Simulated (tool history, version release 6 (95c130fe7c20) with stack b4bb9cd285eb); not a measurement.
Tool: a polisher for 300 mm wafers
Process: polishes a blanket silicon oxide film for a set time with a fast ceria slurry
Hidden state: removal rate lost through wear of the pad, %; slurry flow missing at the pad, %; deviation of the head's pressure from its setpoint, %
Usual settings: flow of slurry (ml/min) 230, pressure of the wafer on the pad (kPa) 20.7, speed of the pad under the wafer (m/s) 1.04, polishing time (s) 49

run    hour  flow of slurry (ml/min)  pressure of the wafer on the pad (kPa)  speed of the pad under the wafer (m/s)  polishing time (s)  wafers since the last listed run  wafers polished on this pad  hours since the slurry nozzle was cleaned  hours since the head pressure was calibrated  incoming thickness of the incoming film, nm  film removed (Å)
  1     0.0                      230                                    20.7                                    1.04                  49                                 0                           66                                      411.7                                          92.6                                       3520.6              7147
  2    37.8                      230                                    20.7                                    1.04                  49                               224                          291                                      449.5                                         130.4                                       3594.6              7357
  3    70.3                      215                                    20.7                                    1.04                  49                               193                          484                                      482.0                                         162.9                                       3649.2              7186
  4   102.7                      215                                    20.7                                    1.04                  49                               192                          677                                      514.4                                         195.3                                       3595.1              7079
  5   172.6                      230                                    20.7                                    1.04                  45                               415                         1093                                      584.3                                         265.2                                       3598.9              6640
  6   236.5                      230                                    20.7                                    1.04                  49                               380                         1473                                      648.2                                         329.1                                       3642.8              7374
  7   265.4                      230                                    20.7                                    1.04                  49                               171                         1645                                      677.1                                         358.0                                       3650.9              7202
      276.2  -- worn pad replaced by a new one
  8   289.7                      230                                    20.7                                    1.04                  49                               120                           80                                      701.4                                         382.3                                       3521.5              7164
      311.4  -- slurry nozzle cleaned
  9   329.1                      290                                    20.7                                    1.04                  49                               228                          309                                       17.7                                         421.7                                       3617.3              7355
 10   359.1                      290                                    20.7                                    1.04                  49                               178                          487                                       47.7                                         451.7                                       3521.5              7341
 11   387.0                      290                                    20.7                                    1.04                  49                               166                          653                                       75.6                                         479.6                                       3545.5              7349
 12   462.2                      230                                    17.2                                    1.04                  49                               447                         1101                                      150.8                                         554.8                                       3598.5              6276
 13   525.6                      230                                    20.7                                    0.94                  49                               377                         1478                                      214.2                                         618.2                                       3541.2              6561
      533.8  -- worn pad replaced by a new one, of another model than before
 14   572.4                      190                                    25.5                                    1.26                  41                               254                          229                                      261.0                                         665.0                                       3580.9              7065
 15   670.0                      230                                    20.7                                    0.82                  49                               580                          810                                      358.6                                         762.6                                       3545.9              6430
 16   704.5                      250                                    27.6                                    1.36                  49                               205                         1016                                      393.1                                         797.1                                       3590.7              9778
 17   751.1                      190                                    20.7                                    1.04                  54                               277                         1293                                      439.7                                         843.7                                       3590.8              7529
 18   798.0                      190                                    17.2                                    0.88                  41                               279                         1572                                      486.6                                         890.6                                       3597.8              4862
      809.9  -- worn pad replaced by a new one
 19   851.6                      190                                    25.5                                    1.26                  41                               295                          248                                      540.2                                         944.2                                       3602.4              7069
 20   912.4                      230                                    15.9                                    1.04                  49                               361                          610                                      601.0                                        1005.0                                       3669.4              6323
      920.5  -- slurry nozzle cleaned
     1052.2  -- head pressure recalibrated
     1074.9  -- worn pad replaced by a new one
 21  1120.3                      230                                    20.7                                    1.04                  49                              1195                          269                                      199.8                                          68.1                                       3577.8              7337
 22  1146.7                      210                                    20.7                                    1.04                  38                               157                          427                                      226.2                                          94.5                                       3557.3              5630
 23  1217.1                      310                                    20.7                                    1.16                  49                               418                          845                                      296.6                                         164.9                                       3645.3              8060
 24  1262.4                      230                                    20.7                                    1.04                  49                               269                         1115                                      341.9                                         210.2                                       3558.6              7249
 25  1291.8                      275                                    20.7                                    1.30                  49                               174                         1290                                      371.3                                         239.6                                       3670.2              8354
 26  1355.6                      230                                    24.8                                    1.04                  38                               379                         1670                                      435.1                                         303.4                                       3536.6              6138

The same runs without the tool's hidden state, with the same run-to-run variation:
run  film removed (Å)
  1              7222
  2              7438
  3              7269
  4              7166
  5              6735
  6              7498
  7              7331
  8              7301
  9              7511
 10              7509
 11              7530
 12              6463
 13              6788
 14              7220
 15              6605
 16             10064
 17              7771
 18              5033
 19              7345
 20              6599
 21              7343
 22              5634
 23              8072
 24              7264
 25              8375
 26              6162

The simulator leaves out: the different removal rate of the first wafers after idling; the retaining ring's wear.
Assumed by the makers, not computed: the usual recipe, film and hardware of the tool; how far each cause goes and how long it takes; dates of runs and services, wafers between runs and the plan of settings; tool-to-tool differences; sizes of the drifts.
